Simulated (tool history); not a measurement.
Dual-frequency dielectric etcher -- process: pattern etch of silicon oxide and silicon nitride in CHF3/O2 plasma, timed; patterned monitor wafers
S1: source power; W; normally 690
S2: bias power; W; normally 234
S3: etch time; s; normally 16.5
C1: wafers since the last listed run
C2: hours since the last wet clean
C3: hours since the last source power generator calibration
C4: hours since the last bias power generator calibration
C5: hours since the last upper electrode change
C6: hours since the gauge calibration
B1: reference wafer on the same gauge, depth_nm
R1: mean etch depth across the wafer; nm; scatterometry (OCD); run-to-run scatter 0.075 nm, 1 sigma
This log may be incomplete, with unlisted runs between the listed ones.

run	hour	S1	S2	S3	C1	C2	C3	C4	C5	C6	B1	R1
1	0.0	690	234	16.5	0	417.5	3557.6	2959.4	3089.5	22.6	27.38	26.36
2	69.7	690	234	16.5	638	487.2	3627.3	3029.1	3159.2	92.3	27.42	26.39
3	101.8	690	234	16.5	294	519.3	3659.4	3061.2	3191.3	124.4	27.40	26.47
# hour 128.3: wet clean of the chamber
4	138.3	690	234	16.5	114	10.0	3695.9	3097.7	3227.8	160.9	27.37	25.72
5	192.2	690	234	16.5	493	63.9	3749.8	3151.6	3281.7	214.8	27.36	25.69
6	256.2	690	234	16.5	586	127.9	3813.8	3215.6	3345.7	278.8	27.40	25.87
7	299.7	820	273	16.5	398	171.4	3857.3	3259.1	3389.2	322.3	27.40	29.76
8	370.2	770	234	16.5	646	241.9	3927.8	3329.6	3459.7	392.8	27.43	27.02
9	394.9	770	234	16.5	226	266.6	3952.5	3354.3	3484.4	417.5	27.39	26.87
# hour 461.6: upper electrode replaced
10	462.1	690	213	16.5	395	333.8	4019.7	3421.5	0.5	484.7	27.41	24.79
# hour 474.2: bias power generator calibrated
11	518.4	690	213	16.5	479	390.1	4076.0	44.2	56.8	541.0	27.41	24.88
12	558.7	690	211	16.5	369	430.4	4116.3	84.5	97.1	581.3	27.39	24.81
# hour 591.5: wet clean of the chamber
# hour 597.5: gauge calibrated
13	613.9	690	234	16.5	285	22.4	4171.5	139.7	152.3	16.4	27.40	25.65
14	665.9	520	254	16.5	476	74.4	4223.5	191.7	204.3	68.4	27.37	24.90
15	704.1	570	265	21.5	350	112.6	4261.7	229.9	242.5	106.6	27.39	34.06
16	733.1	840	234	12.0	265	141.6	4290.7	258.9	271.5	135.6	27.41	20.08
# hour 751.2: source power generator calibrated
17	803.4	690	234	16.5	607	211.9	52.2	329.2	341.8	205.9	27.42	26.04
18	868.4	810	234	16.5	595	276.9	117.2	394.2	406.8	270.9	27.40	27.57
19	892.7	530	234	16.5	222	301.2	141.5	418.5	431.1	295.2	27.41	24.22
20	946.4	690	234	16.5	492	354.9	195.2	472.2	484.8	348.9	27.41	26.32
21	1007.8	610	280	14.5	562	416.3	256.6	533.6	546.2	410.3	27.43	24.50
22	1075.3	690	234	16.5	618	483.8	324.1	601.1	613.7	477.8	27.39	26.49

Results per run with the tool's hidden condition removed, run-to-run variation unchanged:
The tool's hidden condition here consists of: etch rate over this chamber's usual, %; source power that arrives over what is set, %; bias power that arrives over what is set, %; gauge reads high (%).
run	R1
1	25.65
2	25.58
3	25.61
4	25.64
5	25.52
6	25.61
7	29.39
8	26.57
9	26.39
10	24.26
11	24.27
12	24.15
13	25.46
14	24.64
15	33.64
16	19.80
17	25.57
18	26.98
19	23.67
20	25.64
21	23.79
22	25.62

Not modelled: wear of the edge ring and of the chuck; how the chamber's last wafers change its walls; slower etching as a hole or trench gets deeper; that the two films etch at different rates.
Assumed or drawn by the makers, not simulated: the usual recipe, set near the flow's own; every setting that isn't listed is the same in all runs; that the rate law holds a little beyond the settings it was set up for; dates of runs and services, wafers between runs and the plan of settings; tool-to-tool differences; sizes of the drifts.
